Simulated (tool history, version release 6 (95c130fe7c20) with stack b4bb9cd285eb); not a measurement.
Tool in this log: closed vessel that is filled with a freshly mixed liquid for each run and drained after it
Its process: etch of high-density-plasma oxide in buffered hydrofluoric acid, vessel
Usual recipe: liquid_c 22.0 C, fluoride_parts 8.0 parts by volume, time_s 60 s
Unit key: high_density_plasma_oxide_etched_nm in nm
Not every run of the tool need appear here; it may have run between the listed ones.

| run | day | liquid_c | fluoride_parts | time_s | read-back film thickness of the high-density-plasma oxide reference wafer, read on the same gauge (nm) | high_density_plasma_oxide_etched_nm |
|---|---|---|---|---|---|---|
| 1 | 0.000 | 22.0 | 8.0 | 60 | 80.00 | 103.01 |
| 2 | 0.625 | 22.0 | 10.0 | 60 | 79.99 | 85.05 |
| 3 | 1.212 | 22.0 | 10.0 | 60 | 79.99 | 84.57 |
| 4 | 2.358 | 22.0 | 8.0 | 35 | 79.99 | 61.44 |
| 5 | 2.871 | 22.0 | 8.0 | 35 | 80.00 | 61.88 |
|  | 3.312 | gauge calibrated |
| 6 | 3.725 | 22.0 | 9.5 | 60 | 79.99 | 89.37 |
| 7 | 5.512 | 22.0 | 8.0 | 60 | 80.00 | 105.06 |
| 8 | 6.071 | 22.0 | 10.5 | 60 | 80.00 | 81.70 |
| 9 | 6.521 | 22.0 | 10.5 | 60 | 80.00 | 83.16 |
| 10 | 7.008 | 22.0 | 10.5 | 60 | 80.00 | 83.10 |
| 11 | 7.404 | 22.0 | 8.0 | 60 | 80.01 | 105.06 |
| 12 | 7.854 | 22.0 | 8.0 | 60 | 80.00 | 106.27 |
| 13 | 8.479 | 26.0 | 5.5 | 60 | 80.02 | 185.29 |
| 14 | 8.967 | 26.5 | 10.0 | 60 | 79.97 | 111.07 |
| 15 | 9.667 | 20.0 | 9.0 | 40 | 79.99 | 55.85 |
| 16 | 10.338 | 26.5 | 9.5 | 75 | 80.00 | 143.59 |
|  | 11.046 | hydrofluoric acid flow meter replaced |
| 17 | 11.067 | 20.5 | 6.5 | 60 | 80.00 | 122.45 |
|  | 12.592 | thermometer replaced |
| 18 | 12.917 | 22.0 | 9.5 | 95 | 80.00 | 127.67 |
| 19 | 14.312 | 22.0 | 7.0 | 60 | 79.97 | 109.28 |
| 20 | 14.808 | 22.0 | 8.0 | 60 | 80.00 | 93.35 |
| 21 | 15.404 | 19.5 | 8.0 | 60 | 80.00 | 81.80 |
| 22 | 15.762 | 22.0 | 8.0 | 60 | 80.00 | 95.62 |
| 23 | 16.508 | 27.0 | 8.0 | 35 | 80.03 | 73.77 |
| 24 | 17.142 | 22.0 | 5.5 | 60 | 79.99 | 134.27 |
| 25 | 17.521 | 24.0 | 8.0 | 95 | 79.98 | 169.23 |
| 26 | 17.921 | 22.0 | 8.0 | 60 | 79.99 | 94.48 |
| 27 | 18.483 | 22.0 | 10.0 | 60 | 79.98 | 79.68 |
| 28 | 18.792 | 24.5 | 10.0 | 60 | 80.00 | 90.29 |
| 29 | 19.179 | 20.5 | 6.0 | 40 | 80.01 | 77.48 |
| 30 | 19.542 | 22.0 | 10.5 | 75 | 80.00 | 93.34 |
| 31 | 20.142 | 22.0 | 5.5 | 90 | 79.99 | 204.58 |

Forecast each of these 5 alternatives for the next run:
| A | 20.171 | 22.0 | 8.0 | 85 | ? | ? |
| B | 20.171 | 22.0 | 5.0 | 60 | ? | ? |
| C | 20.171 | 27.0 | 7.0 | 30 | ? | ? |
| D | 20.171 | 22.0 | 8.0 | 30 | ? | ? |
| E | 20.171 | 24.5 | 5.0 | 70 | ? | ? |

| run | read-back film thickness of the high-density-plasma oxide reference wafer, read on the same gauge (nm) | high_density_plasma_oxide_etched_nm |
|---|---|---|
| A | 80.00 | 137.37 |
| B | 80.00 | 149.39 |
| C | 80.00 | 73.40 |
| D | 80.00 | 48.48 |
| E | 80.00 | 199.70 |
With the hidden condition removed and each run's random variation left untouched, the same runs would have given:
| run | high_density_plasma_oxide_etched_nm |
|---|---|
| A | 133.78 |
| B | 145.49 |
| C | 71.55 |
| D | 47.22 |
| E | 194.58 |

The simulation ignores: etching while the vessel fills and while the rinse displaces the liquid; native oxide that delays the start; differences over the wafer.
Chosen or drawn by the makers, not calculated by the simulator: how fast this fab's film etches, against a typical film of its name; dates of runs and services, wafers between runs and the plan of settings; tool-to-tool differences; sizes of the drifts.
